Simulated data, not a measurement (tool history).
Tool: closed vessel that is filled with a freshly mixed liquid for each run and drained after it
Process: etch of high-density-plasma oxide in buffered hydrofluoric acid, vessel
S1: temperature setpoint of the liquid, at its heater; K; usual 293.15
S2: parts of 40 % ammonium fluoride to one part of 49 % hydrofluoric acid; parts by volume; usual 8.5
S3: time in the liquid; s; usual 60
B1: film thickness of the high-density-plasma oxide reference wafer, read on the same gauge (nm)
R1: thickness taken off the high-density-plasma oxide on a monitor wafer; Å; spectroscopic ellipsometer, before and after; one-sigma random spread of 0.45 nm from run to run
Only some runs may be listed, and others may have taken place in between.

{"run": 1, "day": 0.0, "S1": 295.15, "S2": 8.5, "S3": 60, "B1": 40.05, "R1": 811.2}
{"run": 2, "day": 7.042, "S1": 295.15, "S2": 8.5, "S3": 60, "B1": 40.03, "R1": 804.3}
{"run": 3, "day": 10.696, "S1": 295.15, "S2": 8.5, "S3": 60, "B1": 39.99, "R1": 816.2}
{"run": 4, "day": 14.121, "S1": 293.15, "S2": 8.5, "S3": 60, "B1": 40, "R1": 713.4}
{"day": 14.192, "done": "hydrofluoric acid flow meter replaced"}
{"run": 5, "day": 17.154, "S1": 293.15, "S2": 8.5, "S3": 60, "B1": 40, "R1": 725}
{"run": 6, "day": 19.767, "S1": 293.15, "S2": 8.5, "S3": 60, "B1": 39.98, "R1": 720.3}
{"run": 7, "day": 23.462, "S1": 293.15, "S2": 8.5, "S3": 70, "B1": 39.98, "R1": 842.4}
{"day": 23.65, "done": "thermometer replaced"}
{"run": 8, "day": 27.729, "S1": 293.15, "S2": 8.5, "S3": 30, "B1": 39.98, "R1": 366.4}
{"run": 9, "day": 30.221, "S1": 293.15, "S2": 8.5, "S3": 70, "B1": 39.95, "R1": 839.7}
{"day": 31.254, "done": "gauge calibrated"}
{"run": 10, "day": 31.746, "S1": 293.15, "S2": 8.5, "S3": 85, "B1": 39.99, "R1": 1016.7}
{"run": 11, "day": 34.533, "S1": 295.65, "S2": 8.5, "S3": 80, "B1": 39.99, "R1": 1106.7}
{"run": 12, "day": 38.904, "S1": 293.15, "S2": 8.5, "S3": 60, "B1": 40.02, "R1": 720.4}
{"run": 13, "day": 41.646, "S1": 293.15, "S2": 10, "S3": 40, "B1": 40.02, "R1": 422.4}
{"run": 14, "day": 45.588, "S1": 290.15, "S2": 9.5, "S3": 60, "B1": 40.02, "R1": 555.9}

5 ways to go on from here, each from the tool as it stands after run 14. What would each give?
{"run": "A", "day": 45.617, "S1": 290.15, "S2": 8.5, "S3": 60, "B1": "?", "R1": "?"}
{"run": "B", "day": 45.617, "S1": 291.15, "S2": 5.5, "S3": 80, "B1": "?", "R1": "?"}
{"run": "C", "day": 45.617, "S1": 296.65, "S2": 10.5, "S3": 60, "B1": "?", "R1": "?"}
{"run": "D", "day": 45.617, "S1": 293.15, "S2": 10.5, "S3": 60, "B1": "?", "R1": "?"}
{"run": "E", "day": 45.617, "S1": 297.15, "S2": 8.5, "S3": 60, "B1": "?", "R1": "?"}

run=A B1=39.98 R1=609.5
run=B B1=39.98 R1=1306.3
run=C B1=39.98 R1=735
run=D B1=39.98 R1=605.6
run=E B1=39.98 R1=900.5
What these runs would have given with no unlogged condition in the tool:
run=A R1=609.5
run=B R1=1306.3
run=C R1=735
run=D R1=605.6
run=E R1=900.5
